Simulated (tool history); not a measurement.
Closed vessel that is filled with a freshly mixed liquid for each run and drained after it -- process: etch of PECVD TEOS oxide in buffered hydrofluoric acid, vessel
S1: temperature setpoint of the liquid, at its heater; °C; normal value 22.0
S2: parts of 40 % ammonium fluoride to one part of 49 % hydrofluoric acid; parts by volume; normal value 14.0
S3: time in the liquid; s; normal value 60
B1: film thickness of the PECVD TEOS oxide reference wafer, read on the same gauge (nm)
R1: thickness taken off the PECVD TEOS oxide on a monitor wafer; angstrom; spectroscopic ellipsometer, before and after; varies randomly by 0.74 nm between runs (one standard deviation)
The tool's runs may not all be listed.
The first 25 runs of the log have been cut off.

| run | hour | S1 | S2 | S3 | B1 | R1 |
|---|---|---|---|---|---|---|
| 26 | 678.0 | 22.0 | 14.0 | 60 | 120.03 | 912.8 |
| 27 | 703.9 | 22.0 | 14.0 | 35 | 120.01 | 531.1 |
| 28 | 730.7 | 23.5 | 14.0 | 40 | 120.00 | 659.2 |
| 29 | 766.3 | 24.0 | 19.0 | 95 | 120.03 | 1195.7 |
| 30 | 779.6 | 25.5 | 8.5 | 60 | 119.98 | 1749.0 |
| 31 | 805.5 | 17.5 | 11.0 | 35 | 119.99 | 536.4 |
| 32 | 818.9 | 22.0 | 15.5 | 60 | 120.06 | 832.1 |
| 33 | 834.6 | 24.0 | 16.0 | 75 | 120.04 | 1139.4 |

4 ways to go on from here, each from the tool as it stands after run 33. What would each give?
| A | 835.3 | 22.0 | 14.0 | 60 | ? | ? |
| B | 835.3 | 22.0 | 18.0 | 90 | ? | ? |
| C | 835.3 | 24.0 | 11.0 | 70 | ? | ? |
| D | 835.3 | 17.5 | 14.0 | 85 | ? | ? |

| run | B1 | R1 |
|---|---|---|
| A | 120.03 | 925.2 |
| B | 120.03 | 1084.1 |
| C | 120.03 | 1524.6 |
| D | 120.03 | 1018.1 |
Take away the tool's hidden state, keep each run's random variation, and the runs would have read:
| run | R1 |
|---|---|
| A | 858.2 |
| B | 1005.2 |
| C | 1414.9 |
| D | 944.3 |
